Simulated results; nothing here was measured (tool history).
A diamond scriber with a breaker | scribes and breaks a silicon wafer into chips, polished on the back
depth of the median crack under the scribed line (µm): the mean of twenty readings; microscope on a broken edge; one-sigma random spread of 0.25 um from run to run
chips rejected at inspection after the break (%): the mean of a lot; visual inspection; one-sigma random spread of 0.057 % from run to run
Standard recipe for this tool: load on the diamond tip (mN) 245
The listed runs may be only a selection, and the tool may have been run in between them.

run     day  load on the diamond tip (mN)  incoming depth of the damage left on the back of the incoming wafer, um  depth of the median crack under the scribed line (µm)  chips rejected at inspection after the break (%)
  1   0.000                           286                                                                     0.02                                                  12.21                                              1.80
  2   0.350                           286                                                                     0.01                                                  12.00                                              1.98
  3   0.979                           218                                                                     0.01                                                  10.62                                              6.40
  4   1.375                           218                                                                     0.01                                                  10.34                                              7.30
  5   1.671                           245                                                                     0.03                                                  11.56                                              4.56
  6   2.554                           245                                                                     0.04                                                  11.68                                              4.66
  7   3.083                           245                                                                     0.03                                                  11.24                                              4.28
  8   3.662                           264                                                                     0.04                                                  11.75                                              2.87
  9   4.142                           245                                                                     0.02                                                  11.38                                              4.12
 10   4.621                           209                                                                     0.04                                                  10.08                                              8.08
 11   4.933                           217                                                                     0.01                                                  10.52                                              8.25
 12   5.312                           217                                                                     0.03                                                  10.21                                              7.25
 13   5.912                           245                                                                     0.03                                                  11.41                                              4.45
 14   6.629                           245                                                                     0.03                                                  11.39                                              5.20
 15   6.883                           245                                                                     0.01                                                  11.34                                              5.18
 16   7.279                           245                                                                     0.03                                                  11.28                                              4.52
 17   7.867                           245                                                                     0.02                                                  11.29                                              4.85
 18   8.358                           245                                                                     0.04                                                  10.98                                              5.18
      8.888  -- diamond tip replaced by a new one
 19   8.908                           315                                                                     0.02                                                  15.95                                              2.45
 20   9.254                           245                                                                     0.03                                                  13.58                                              0.73
 21   9.912                           286                                                                     0.05                                                  15.18                                              1.33
 22  10.179                           203                                                                     0.05                                                  12.75                                              2.25
 23  10.692                           271                                                                     0.03                                                  14.69                                              0.85
 24  11.696                           245                                                                     0.04                                                  13.93                                              0.72
 25  12.062                           214                                                                     0.02                                                  12.26                                              1.67
 26  12.596                           304                                                                     0.03                                                  15.37                                              1.53
 27  13.225                           204                                                                     0.03                                                  12.26                                              2.81
 28  13.542                           296                                                                     0.02                                                  15.20                                              1.11
     13.792  -- load on the tip recalibrated
 29  13.921                           210                                                                     0.02                                                  12.21                                              2.08
 30  14.171                           177                                                                     0.03                                                  10.98                                              5.30
 31  14.921                           313                                                                     0.03                                                  15.21                                              1.32
 32  15.475                           217                                                                     0.02                                                  12.02                                              2.66
 33  15.942                           286                                                                     0.01                                                  14.33                                              0.69
 34  16.683                           178                                                                     0.04                                                  10.97                                              6.68
 35  16.979                           299                                                                     0.05                                                  14.14                                              0.85
 36  17.700                           187                                                                     0.04                                                  11.04                                              5.40
 37  18.288                           282                                                                     0.05                                                  14.12                                              0.74
 38  18.796                           211                                                                     0.01                                                  11.87                                              2.99
 39  19.329                           265                                                                     0.03                                                  13.15                                              0.93
 40  20.021                           270                                                                     0.03                                                  13.26                                              0.76
 41  20.742                           185                                                                     0.04                                                  11.08                                              6.18

Per-run results on a tool with no hidden state, each run keeping its own random variation:
What the log doesn't record here: share of the diamond tip's cutting effectiveness lost through wear, %; deviation of the load on the tip from its setpoint, %.
run  depth of the median crack under the scribed line (µm)  chips rejected at inspection after the break (%)
  1                                                  14.88                                              1.39
  2                                                  14.62                                              1.51
  3                                                  12.95                                              0.99
  4                                                  12.61                                              1.13
  5                                                  14.12                                              0.73
  6                                                  14.27                                              0.74
  7                                                  13.74                                              0.67
  8                                                  14.38                                              0.80
  9                                                  13.94                                              0.64
 10                                                  12.35                                              1.37
 11                                                  12.89                                              1.26
 12                                                  12.51                                              1.10
 13                                                  14.00                                              0.68
 14                                                  13.98                                              0.79
 15                                                  13.93                                              0.79
 16                                                  13.86                                              0.69
 17                                                  13.88                                              0.73
 18                                                  13.50                                              0.78
 19                                                  15.98                                              2.50
 20                                                  13.65                                              0.73
 21                                                  15.37                                              1.54
 22                                                  12.94                                              1.90
 23                                                  14.99                                              1.03
 24                                                  14.35                                              0.64
 25                                                  12.68                                              1.14
 26                                                  15.97                                              2.35
 27                                                  12.81                                              1.75
 28                                                  15.93                                              1.88
 29                                                  12.83                                              1.19
 30                                                  11.57                                              3.46
 31                                                  16.12                                              2.50
 32                                                  12.79                                              1.32
 33                                                  15.31                                              1.32
 34                                                  11.79                                              3.76
 35                                                  15.22                                              1.91
 36                                                  11.94                                              2.72
 37                                                  15.34                                              1.36
 38                                                  12.94                                              1.19
 39                                                  14.38                                              0.92
 40                                                  14.57                                              0.87
 41                                                  12.23                                              2.74
